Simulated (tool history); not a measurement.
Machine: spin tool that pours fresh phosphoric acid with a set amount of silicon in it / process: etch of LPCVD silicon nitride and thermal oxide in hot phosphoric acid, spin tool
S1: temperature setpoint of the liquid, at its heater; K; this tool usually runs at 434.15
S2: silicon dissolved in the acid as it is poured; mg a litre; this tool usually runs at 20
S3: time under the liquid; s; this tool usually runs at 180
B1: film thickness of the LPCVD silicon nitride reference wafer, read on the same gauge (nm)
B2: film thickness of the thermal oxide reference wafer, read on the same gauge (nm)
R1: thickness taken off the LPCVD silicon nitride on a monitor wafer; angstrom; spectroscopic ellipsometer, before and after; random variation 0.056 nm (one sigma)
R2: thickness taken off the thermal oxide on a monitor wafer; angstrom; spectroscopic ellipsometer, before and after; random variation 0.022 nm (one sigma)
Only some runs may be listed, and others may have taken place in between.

run   hour      S1    S2   S3     B1       B2     R1    R2
  1      0  432.65    20  180  60.03  150.046  123.7  2.75
  2   28.1  434.15    20  180  59.99   150.03  129.9  3.31
      46.5  -- thermometer replaced
  3     47  434.15    20  180  60.01   149.99  129.7  3.03
  4     82  434.15    20  180  59.97  150.044  128.7  3.16
  5  101.1  431.65  28.5  100     60   150.01   66.1  1.11
     127.7  -- gauge calibrated
  6  168.3  433.15    20   75     60  149.979     52  1.25
  7  189.5  434.15     9  180  60.01  149.963  129.2  3.94
     210.6  -- dissolved silicon flow meter replaced
  8  216.7  435.65  28.5  245     60  150.021    185  3.64
  9  249.2  434.15    20  180  59.99  150.005  129.3  3.28
 10  264.1  436.15     9  245  60.01  150.002  187.9  5.63
     276.1  -- heated supply line repaired
 11  278.2  435.65    14  145  60.01  150.015  112.6  3.43
 12  310.6  435.15    32  115  59.99   149.98   87.9  1.32
 13  332.4  435.15  35.5  180  59.97  149.997  138.1  1.88
 14  365.9  434.15    30  180  59.99  150.005  132.9  2.28
 15  394.1  435.15  32.5  235  59.99  150.011  181.2  2.95
 16  411.2  434.15  28.5  220     60  149.956  163.1  2.95
 17  432.1  434.15    20  180  59.99  149.984  132.6  3.22
 18    457  434.15  14.5  180  59.99  149.963  133.5  3.73
 19  492.1  434.15    20  180     60  150.006  131.9  3.09
 20  517.5  434.15    20  180     60  149.951  132.5  3.28
 21  543.2  432.15    32  100     60  149.981     69  1.01
 22  567.2  434.15    20  180  60.01  149.976  132.3  3.12

Alternative continuations, all from the tool just after run 22; predict every row:
  A  567.7  434.15  20  180   ?   ?   ?   ?
  B  567.7  434.15  15  180   ?   ?   ?   ?
  C  567.7  431.65  20  180   ?   ?   ?   ?
  D  567.7  436.65  20  130   ?   ?   ?   ?

run  B1       B2     R1    R2
  A  60  149.991  132.2  3.29
  B  60  149.991  132.2  3.76
  C  60  149.991  121.5  2.73
  D  60  149.991  103.7  2.85
With no hidden state in the tool, these same runs would have given:
run     R1    R2
  A  133.5  3.36
  B  133.5  3.84
  C  122.7  2.79
  D  104.8  2.92

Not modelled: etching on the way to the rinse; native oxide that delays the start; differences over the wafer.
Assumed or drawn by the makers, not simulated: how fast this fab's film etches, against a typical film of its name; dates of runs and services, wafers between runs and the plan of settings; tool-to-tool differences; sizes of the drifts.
